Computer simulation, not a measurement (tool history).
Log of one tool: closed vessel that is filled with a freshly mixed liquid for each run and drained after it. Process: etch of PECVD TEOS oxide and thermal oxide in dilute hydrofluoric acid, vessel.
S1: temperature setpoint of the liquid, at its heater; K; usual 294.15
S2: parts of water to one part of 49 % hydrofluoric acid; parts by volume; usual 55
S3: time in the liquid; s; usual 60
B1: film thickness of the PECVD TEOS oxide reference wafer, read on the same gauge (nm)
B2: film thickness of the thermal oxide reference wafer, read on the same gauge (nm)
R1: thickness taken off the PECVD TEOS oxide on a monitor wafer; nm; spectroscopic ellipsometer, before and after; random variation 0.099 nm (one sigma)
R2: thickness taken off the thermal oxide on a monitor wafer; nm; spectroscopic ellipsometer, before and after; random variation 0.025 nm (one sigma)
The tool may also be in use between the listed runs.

run   hour      S1  S2  S3     B1     B2     R1     R2
  1    0.0  294.15  55  60  70.00  40.00  15.04   4.89
  2   27.6  294.15  55  60  70.01  40.02  15.21   4.89
  3   47.6  292.65  55  60  69.97  39.97  14.32   4.62
  4   79.1  294.15  80  60  69.98  40.01  10.35   3.29
  5  108.6  296.65  45  60  70.03  40.01  21.11   6.80
  6  136.3  290.65  55  60  69.99  40.02  13.15   4.23
  7  162.2  294.15  55  60  69.98  40.00  15.41   5.00
  8  176.8  294.15  55  60  70.00  39.99  15.27   5.00
  9  191.2  296.65  55  45  70.02  39.97  12.73   4.19
 10  226.9  292.15  85  50  70.01  39.99   7.38   2.39
     242.6  -- thermometer replaced
 11  246.9  297.15  35  60  70.02  40.00  28.35   9.11
 12  261.6  294.15  40  45  70.02  39.98  16.24   5.23
 13  288.1  290.65  70  75  69.98  40.00  13.02   4.19
 14  313.9  295.65  35  95  69.98  39.99  42.06  13.59
 15  337.9  297.65  55  60  69.99  39.99  18.14   5.83
 16  354.1  296.65  55  45  70.01  39.99  12.98   4.20
 17  385.3  294.15  55  60  69.98  40.00  15.65   5.07
 18  408.7  290.15  45  30  70.00  40.01   8.25   2.66
 19  429.2  297.15  35  60  69.98  40.03  28.59   9.25
 20  447.6  292.15  75  50  70.02  40.00   8.60   2.80
 21  465.9  294.15  55  60  70.01  40.00  15.87   5.08
 22  484.2  296.65  70  90  70.04  39.99  20.38   6.53
 23  508.8  294.15  35  95  69.99  40.00  40.54  13.15
 24  526.3  290.15  35  50  69.99  39.99  17.81   5.82
 25  545.8  294.15  35  60  70.02  39.97  25.85   8.23
 26  578.1  290.15  55  90  69.97  40.02  20.28   6.48
 27  594.4  294.15  35  95  69.99  40.00  40.88  13.08

3 ways to go on from here, each from the tool as it stands after run 27. What would each give?
  A  595.1  294.15  55  60   ?   ?   ?   ?
  B  595.1  290.15  35  90   ?   ?   ?   ?
  C  595.1  292.15  40  35   ?   ?   ?   ?

run     B1     B2     R1     R2
  A  70.00  40.00  15.89   5.19
  B  70.00  40.00  32.25  10.53
  C  70.00  40.00  11.91   3.89
Without the tool's hidden state the same runs would have given:
run     R1    R2
  A  14.95  4.88
  B  30.38  9.92
  C  11.21  3.66
